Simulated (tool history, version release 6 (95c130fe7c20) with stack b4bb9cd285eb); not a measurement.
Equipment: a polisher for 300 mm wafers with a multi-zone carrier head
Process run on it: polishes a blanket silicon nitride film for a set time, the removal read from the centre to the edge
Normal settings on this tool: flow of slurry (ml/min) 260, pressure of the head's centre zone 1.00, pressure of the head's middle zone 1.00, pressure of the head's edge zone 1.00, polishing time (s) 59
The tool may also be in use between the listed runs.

| run | hour | flow of slurry (ml/min) | pressure of the head's centre zone | pressure of the head's middle zone | pressure of the head's edge zone | polishing time (s) | incoming thickness of the incoming film, nm | film removed at the wafer's centre (nm) | film removed at mid-radius (nm) | film removed at the wafer's edge (nm) |
|---|---|---|---|---|---|---|---|---|---|---|
| 1 | 0.0 | 260 | 1.00 | 1.07 | 1.00 | 59 | 775.0 | 80.9 | 83.2 | 78.1 |
| 2 | 43.7 | 260 | 1.00 | 1.00 | 1.00 | 59 | 784.3 | 80.3 | 77.9 | 78.3 |
| 3 | 114.1 | 260 | 1.00 | 1.00 | 1.00 | 59 | 796.3 | 77.1 | 77.8 | 78.0 |
| 4 | 145.9 | 260 | 1.00 | 1.00 | 1.00 | 59 | 794.4 | 83.6 | 84.7 | 84.7 |
| 5 | 186.6 | 260 | 1.00 | 1.00 | 1.00 | 59 | 775.7 | 81.9 | 82.4 | 84.2 |
| 6 | 237.9 | 260 | 1.00 | 1.00 | 1.00 | 59 | 781.6 | 80.3 | 79.5 | 80.0 |
| 7 | 286.0 | 200 | 1.00 | 1.00 | 1.00 | 59 | 788.4 | 77.8 | 78.0 | 78.2 |
| 8 | 325.4 | 260 | 0.92 | 1.00 | 1.00 | 43 | 797.4 | 53.2 | 58.3 | 58.6 |
| 9 | 393.0 | 260 | 0.92 | 1.00 | 1.00 | 59 | 788.8 | 72.7 | 77.7 | 78.8 |
| 10 | 445.8 | 260 | 1.00 | 1.00 | 1.00 | 59 | 791.1 | 79.4 | 77.6 | 81.0 |
| 11 | 487.9 | 260 | 1.00 | 1.00 | 1.00 | 59 | 790.5 | 78.5 | 79.8 | 79.0 |
| 12 | 543.6 | 185 | 1.00 | 1.00 | 1.00 | 59 | 788.1 | 80.1 | 78.9 | 80.6 |
| 13 | 595.2 | 260 | 1.05 | 1.00 | 1.00 | 49 | 799.3 | 70.1 | 67.7 | 66.8 |
| 14 | 660.6 | 260 | 1.00 | 1.00 | 1.00 | 59 | 787.2 | 81.9 | 81.3 | 80.1 |
| 15 | 712.5 | 260 | 1.11 | 0.93 | 1.00 | 59 | 796.7 | 91.2 | 74.1 | 80.5 |
| 16 | 756.6 | 260 | 1.00 | 1.00 | 0.97 | 59 | 788.9 | 80.4 | 79.2 | 80.5 |
| 17 | 799.3 | 260 | 0.94 | 1.00 | 1.00 | 59 | 795.2 | 76.9 | 76.8 | 80.8 |
| 18 | 853.7 | 260 | 1.00 | 1.00 | 1.07 | 59 | 804.0 | 86.7 | 81.6 | 86.1 |
| 19 | 916.4 | 260 | 1.00 | 1.00 | 1.00 | 66 | 789.0 | 95.0 | 91.0 | 92.6 |
| 20 | 1032.3 | 260 | 1.12 | 0.97 | 1.11 | 65 | 791.7 | 101.8 | 83.0 | 91.8 |
| 21 | 1063.7 | 260 | 1.00 | 0.93 | 1.00 | 59 | 792.7 | 83.9 | 74.4 | 79.7 |
| 22 | 1111.8 | 300 | 1.00 | 0.96 | 1.00 | 59 | 805.6 | 80.3 | 76.2 | 79.5 |

Missing from the log above: 8 entries noted between runs. For each, name the pair of listed runs it sits between and say how the tool's hidden condition differs from the listed run just before to the listed run just after:
Between runs 1 and 2: edge zone pressure recalibrated (hour 26.1); carrier head's membrane replaced by a new one (hour 43.3)
  removal rate lost through wear of the pad, %: 7.39 -> 7.76; deviation of the centre zone's pressure from its setpoint, %: 4.64 -> 5.15
  measured value less the no-hidden-state value, film removed at the wafer's centre (nm): -2.6 -> -2.5; film removed at mid-radius (nm): -6.6 -> -6.6; film removed at the wafer's edge (nm): -6.2 -> -6.6
Between runs 2 and 3: centre zone pressure recalibrated (hour 88.1)
  removal rate lost through wear of the pad, %: 7.76 -> 8.12; deviation of the centre zone's pressure from its setpoint, %: 5.15 -> 0.312
  measured value less the no-hidden-state value, film removed at the wafer's centre (nm): -2.5 -> -6.5; film removed at mid-radius (nm): -6.6 -> -6.9; film removed at the wafer's edge (nm): -6.6 -> -6.9
Between runs 3 and 4: worn pad replaced by a new one (hour 141.3)
  removal rate lost through wear of the pad, %: 8.12 -> 0.486; deviation of the centre zone's pressure from its setpoint, %: 0.312 -> 0.33
  measured value less the no-hidden-state value, film removed at the wafer's centre (nm): -6.5 -> -0.1; film removed at mid-radius (nm): -6.9 -> -0.4; film removed at the wafer's edge (nm): -6.9 -> -0.4
Between runs 11 and 12: worn pad replaced by a new one (hour 502.4)
  removal rate lost through wear of the pad, %: 7.23 -> 2.33; deviation of the centre zone's pressure from its setpoint, %: 1.36 -> 1.68
  measured value less the no-hidden-state value, film removed at the wafer's centre (nm): -5.0 -> -0.6; film removed at mid-radius (nm): -6.3 -> -1.9; film removed at the wafer's edge (nm): -6.1 -> -2.0
Between runs 12 and 13: slurry nozzle cleaned (hour 571.8)
  removal rate lost through wear of the pad, %: 2.33 -> 4.2; deviation of the centre zone's pressure from its setpoint, %: 1.68 -> 2.01
  measured value less the no-hidden-state value, film removed at the wafer's centre (nm): -0.6 -> -1.6; film removed at mid-radius (nm): -1.9 -> -3.0; film removed at the wafer's edge (nm): -2.0 -> -3.0
Between runs 17 and 18: worn pad replaced by a new one (hour 806.9)
  removal rate lost through wear of the pad, %: 6.94 -> 2.73; deviation of the centre zone's pressure from its setpoint, %: 3.65 -> 4.18
  measured value less the no-hidden-state value, film removed at the wafer's centre (nm): -2.8 -> +1.2; film removed at mid-radius (nm): -5.7 -> -2.3; film removed at the wafer's edge (nm): -6.0 -> -2.4
Between runs 21 and 22: centre zone pressure recalibrated (hour 1071.8)
  removal rate lost through wear of the pad, %: 6.87 -> 7.14; deviation of the centre zone's pressure from its setpoint, %: 6.6 -> 0.642
  measured value less the no-hidden-state value, film removed at the wafer's centre (nm): -0.6 -> -5.6; film removed at mid-radius (nm): -5.5 -> -5.8; film removed at the wafer's edge (nm): -5.9 -> -6.1

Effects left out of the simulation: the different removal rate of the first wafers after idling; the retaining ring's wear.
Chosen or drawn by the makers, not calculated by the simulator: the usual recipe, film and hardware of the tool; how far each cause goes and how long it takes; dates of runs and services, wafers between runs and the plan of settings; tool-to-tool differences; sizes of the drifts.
